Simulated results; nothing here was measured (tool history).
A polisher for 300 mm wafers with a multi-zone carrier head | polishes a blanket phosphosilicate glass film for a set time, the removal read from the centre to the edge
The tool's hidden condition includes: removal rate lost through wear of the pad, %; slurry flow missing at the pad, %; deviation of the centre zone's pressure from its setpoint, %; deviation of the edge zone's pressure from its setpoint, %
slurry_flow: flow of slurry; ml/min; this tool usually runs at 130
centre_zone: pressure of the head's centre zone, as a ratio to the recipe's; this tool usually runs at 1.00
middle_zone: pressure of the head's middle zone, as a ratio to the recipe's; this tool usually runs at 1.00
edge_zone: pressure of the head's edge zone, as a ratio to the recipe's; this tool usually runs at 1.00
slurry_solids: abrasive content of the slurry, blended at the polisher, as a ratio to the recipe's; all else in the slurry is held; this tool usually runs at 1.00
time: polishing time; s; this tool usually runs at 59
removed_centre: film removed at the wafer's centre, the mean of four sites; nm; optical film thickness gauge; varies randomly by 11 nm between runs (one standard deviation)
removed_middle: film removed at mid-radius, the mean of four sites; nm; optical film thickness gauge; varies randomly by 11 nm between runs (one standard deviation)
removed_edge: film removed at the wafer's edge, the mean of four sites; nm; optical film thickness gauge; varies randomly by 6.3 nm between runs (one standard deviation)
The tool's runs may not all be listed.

run	day	slurry_flow	centre_zone	middle_zone	edge_zone	slurry_solids	time	wafers since the last listed run	wafers polished on this pad	hours since the slurry nozzle was cleaned	hours since the centre zone pressure was calibrated	hours since the edge zone pressure was calibrated	hours since the carrier head's membrane was replaced	incoming thickness of the incoming film, nm	removed_centre	removed_middle	removed_edge
1	0.000	130	1.00	1.00	1.00	1.25	59	0	6779	370.8	1200.0	96.2	880.5	1804.6	775.7	785.2	789.4
# day 1.058: worn pad replaced by a new one
2	2.167	130	1.00	1.00	1.00	1.25	59	726	401	422.8	1252.0	148.2	932.5	1838.2	726.8	710.4	738.5
3	5.038	130	1.00	1.00	1.00	1.25	59	1043	1445	491.7	1320.9	217.1	1001.4	1828.1	712.1	703.0	728.9
4	6.675	130	1.00	1.00	1.05	1.00	52	594	2039	531.0	1360.2	256.4	1040.7	1813.4	540.0	549.4	580.4
# day 8.125: centre zone pressure recalibrated
5	9.396	130	1.00	1.00	1.05	1.00	52	958	2998	596.3	30.5	321.7	1106.0	1822.0	544.1	540.4	569.8
# day 10.533: slurry nozzle cleaned
6	12.538	130	1.00	1.00	1.00	1.00	59	1126	4124	48.1	105.9	397.1	1181.4	1798.4	622.3	619.9	632.3
7	14.433	130	0.94	1.00	1.00	1.00	59	688	4813	93.6	151.4	442.6	1226.9	1802.7	575.2	612.1	625.1
# day 17.162: worn pad replaced by a new one, repeated, since the last time left the tool worse
8	18.738	130	1.00	1.00	1.00	1.00	59	1503	571	196.9	254.7	545.9	1330.2	1802.6	723.7	731.1	752.1
9	22.483	130	1.05	1.00	0.91	1.00	69	1360	1932	286.8	344.6	635.8	1420.1	1788.1	907.9	817.5	816.2
10	26.942	130	1.00	1.00	1.00	1.00	59	1619	3552	393.8	451.6	742.8	1527.1	1770.5	716.1	702.8	718.9
11	30.492	130	1.00	0.88	0.92	1.00	48	1289	4842	479.0	536.8	828.0	1612.3	1801.9	587.9	516.7	566.6
# day 31.462: edge zone pressure recalibrated
# day 34.333: worn pad replaced by a new one
12	34.846	95	1.00	1.00	1.00	1.00	77	1491	185	583.5	641.3	81.2	1716.8	1842.1	865.8	877.2	928.8
13	36.633	130	1.00	1.00	0.93	1.00	48	649	834	626.4	684.2	124.1	1759.7	1817.3	598.1	589.8	587.4
# day 37.183: slurry nozzle cleaned
# day 39.883: carrier head's membrane replaced by a new one
14	40.508	130	1.00	1.00	1.00	1.00	59	1317	2151	79.8	777.2	217.1	15.0	1839.9	736.5	717.3	732.6
15	44.121	110	1.00	1.00	1.00	1.10	59	1312	3464	166.5	863.9	303.8	101.7	1814.4	699.7	695.1	732.6
16	47.992	105	1.00	0.91	1.00	1.00	59	1406	4870	259.4	956.8	396.7	194.6	1794.9	660.4	613.1	690.0
# day 50.267: worn pad replaced by a new one
17	50.354	130	1.00	1.00	1.00	1.00	54	797	31	316.1	1013.5	453.4	251.3	1826.9	673.0	682.6	695.4
18	54.067	130	1.00	1.00	1.00	0.75	59	1348	1380	405.2	1102.6	542.5	340.4	1810.8	613.3	615.6	621.4
19	56.138	130	1.00	1.00	1.00	1.00	78	752	2132	454.9	1152.3	592.2	390.1	1818.0	943.0	924.9	946.7
20	59.171	130	1.00	1.00	1.00	1.00	59	1102	3234	527.7	1225.1	665.0	462.9	1833.2	707.3	706.6	717.3
21	60.850	150	1.00	1.09	1.00	0.75	74	610	3845	568.0	1265.4	705.3	503.2	1798.0	781.9	844.4	800.5
22	63.896	130	1.00	1.00	1.00	1.00	59	1106	4951	641.1	1338.5	778.4	576.3	1834.7	693.3	685.3	717.8

What differs in the tool's unlogged condition from the final listed run ahead of each entry between runs to the first listed run following it?
In the gap between runs 1 and 2: worn pad replaced by a new one (day 1.058)
  removal rate lost through wear of the pad, %: 6.09 -> 13.1
  measured value less the no-hidden-state value, removed_centre: -50.3 -> -110.0 nm; removed_middle: -50.9 -> -107.4 nm; removed_edge: -51.2 -> -111.7 nm
In the gap between runs 4 and 5: centre zone pressure recalibrated (day 8.125)
  removal rate lost through wear of the pad, %: 15.9 -> 16.8
  measured value less the no-hidden-state value, removed_centre: -102.2 -> -110.1 nm; removed_middle: -103.9 -> -109.3 nm; removed_edge: -109.8 -> -115.2 nm
In the gap between runs 5 and 6: slurry nozzle cleaned (day 10.533)
  removal rate lost through wear of the pad, %: 16.8 -> 17.5
  measured value less the no-hidden-state value, removed_centre: -110.1 -> -131.7 nm; removed_middle: -109.3 -> -131.1 nm; removed_edge: -115.2 -> -133.8 nm
In the gap between runs 7 and 8: worn pad replaced by a new one, repeated, since the last time left the tool worse (day 17.162)
  removal rate lost through wear of the pad, %: 17.7 -> 2.15
  measured value less the no-hidden-state value, removed_centre: -123.9 -> -15.9 nm; removed_middle: -131.8 -> -16.1 nm; removed_edge: -134.6 -> -16.5 nm
In the gap between runs 11 and 12: edge zone pressure recalibrated (day 31.462); worn pad replaced by a new one (day 34.333)
  removal rate lost through wear of the pad, %: 6.33 -> 1.05
  measured value less the no-hidden-state value, removed_centre: -39.8 -> -9.2 nm; removed_middle: -34.9 -> -9.4 nm; removed_edge: -38.2 -> -9.9 nm
In the gap between runs 13 and 14: slurry nozzle cleaned (day 37.183); carrier head's membrane replaced by a new one (day 39.883)
  removal rate lost through wear of the pad, %: 2.54 -> 4.59
  measured value less the no-hidden-state value, removed_centre: -15.6 -> -35.4 nm; removed_middle: -15.4 -> -34.5 nm; removed_edge: -15.3 -> -35.3 nm
In the gap between runs 16 and 17: worn pad replaced by a new one (day 50.267)
  removal rate lost through wear of the pad, %: 6.21 -> 1.06
  measured value less the no-hidden-state value, removed_centre: -43.8 -> -7.2 nm; removed_middle: -40.6 -> -7.3 nm; removed_edge: -45.7 -> -7.4 nm
